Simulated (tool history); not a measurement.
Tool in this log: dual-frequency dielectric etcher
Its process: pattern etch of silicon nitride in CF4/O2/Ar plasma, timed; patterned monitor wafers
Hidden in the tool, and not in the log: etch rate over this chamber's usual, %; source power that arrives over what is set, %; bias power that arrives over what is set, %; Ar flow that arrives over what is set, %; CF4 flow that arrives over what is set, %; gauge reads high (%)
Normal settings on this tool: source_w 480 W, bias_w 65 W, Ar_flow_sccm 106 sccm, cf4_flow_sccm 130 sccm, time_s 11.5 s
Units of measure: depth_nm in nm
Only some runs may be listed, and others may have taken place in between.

run	day	source_w	bias_w	Ar_flow_sccm	cf4_flow_sccm	time_s	wafers since the last listed run	hours since the last wet clean	hours since the last source power generator calibration	hours since the last bias power generator calibration	hours since the last Ar flow controller change	hours since the last CF4 flow controller change	hours since the last upper electrode change	hours since the gauge calibration	read-back reference wafer on the same gauge, depth_nm	depth_nm
1	0	480	65	120	142	15	0	34.4	1676.5	1472.2	203.2	1036.9	4204.6	1476.6	22.37	30.68
2	2.246	600	59	115	130	11.5	1150	88.3	1730.4	1526.1	257.1	1090.8	4258.5	1530.5	22.38	27.23
# day 3.429: source power generator calibrated
3	5	380	74	131	130	11.5	1325	154.4	37.7	1592.2	323.2	1156.9	4324.6	1596.6	22.43	19.93
# day 6.179: bias power generator calibrated
4	7.046	600	65	117	113	11.5	962	203.5	86.8	20.8	372.3	1206	4373.7	1645.7	22.42	28.03
5	8.854	480	65	96	130	12.5	926	246.9	130.2	64.2	415.7	1249.4	4417.1	1689.1	22.42	26.43
6	10.55	420	65	106	130	11.5	868	287.6	170.9	104.9	456.4	1290.1	4457.8	1729.8	22.38	21.26
7	13.517	480	65	106	130	11.5	1519	358.8	242.1	176.1	527.6	1361.3	4529	1801	22.36	24.18
8	16.188	480	65	106	144	11.5	1367	422.9	306.2	240.2	591.7	1425.4	4593.1	1865.1	22.41	24.77
9	18.462	480	65	106	130	11.5	1165	477.5	360.8	294.8	646.3	1480	4647.7	1919.7	22.4	24.66
10	20.542	480	65	96	130	12.5	1064	527.4	410.7	344.7	696.2	1529.9	4697.6	1969.6	22.37	26.9
# day 22.762: wet clean of the chamber
11	22.783	480	65	85	130	10	635	0.5	464.5	398.5	750	1583.7	4751.4	2023.4	22.4	20.72
12	23.646	430	80	106	130	9	441	21.2	485.2	419.2	770.7	1604.4	4772.1	2044.1	22.4	18.19
# day 23.762: gauge calibrated
# day 25.758: upper electrode replaced
# day 26.462: CF4 flow controller replaced
13	26.483	480	61	106	130	13	813	89.3	553.3	487.3	838.8	0.5	17.4	65.3	22.38	25.93
14	28.854	480	60	106	130	9.5	1214	146.2	610.2	544.2	895.7	57.4	74.3	122.2	22.39	18.96
15	30.279	480	57	123	130	11.5	729	180.4	644.4	578.4	929.9	91.6	108.5	156.4	22.41	22.17
16	33.104	410	65	106	130	11.5	1446	248.2	712.2	646.2	997.7	159.4	176.3	224.2	22.4	20.73
17	40.017	480	65	106	153	10	3540	414.1	878.1	812.1	1163.6	325.3	342.2	390.1	22.41	21.42
# day 42.079: wet clean of the chamber
18	42.1	480	65	118	130	11.5	554	0.5	928.1	862.1	1213.6	375.3	392.2	440.1	22.4	23.59
19	44.05	520	65	123	119	9.5	998	47.3	974.9	908.9	1260.4	422.1	439	486.9	22.41	20.45
20	46.879	480	65	106	130	11.5	1448	115.2	1042.8	976.8	1328.3	490	506.9	554.8	22.41	24.02
21	48.038	480	78	106	130	11.5	593	143	1070.6	1004.6	1356.1	517.8	534.7	582.6	22.4	25.88

4 options for the next run, each taken on its own from the tool as it stands now. Forecast them:
A	48.054	480	65	96	130	11.5	8	143.4	1071	1005	1356.5	518.2	535.1	583	?	?
B	48.054	480	65	124	130	11.5	8	143.4	1071	1005	1356.5	518.2	535.1	583	?	?
C	48.054	480	65	106	108	11.5	8	143.4	1071	1005	1356.5	518.2	535.1	583	?	?
D	48.054	480	65	106	151	11.5	8	143.4	1071	1005	1356.5	518.2	535.1	583	?	?

run	read-back reference wafer on the same gauge, depth_nm	depth_nm
A	22.4	24.32
B	22.4	23.61
C	22.4	23.34
D	22.4	24.55
With no hidden state in the tool, these same runs would have given:
run	depth_nm
A	23.79
B	23.1
C	22.84
D	24.01

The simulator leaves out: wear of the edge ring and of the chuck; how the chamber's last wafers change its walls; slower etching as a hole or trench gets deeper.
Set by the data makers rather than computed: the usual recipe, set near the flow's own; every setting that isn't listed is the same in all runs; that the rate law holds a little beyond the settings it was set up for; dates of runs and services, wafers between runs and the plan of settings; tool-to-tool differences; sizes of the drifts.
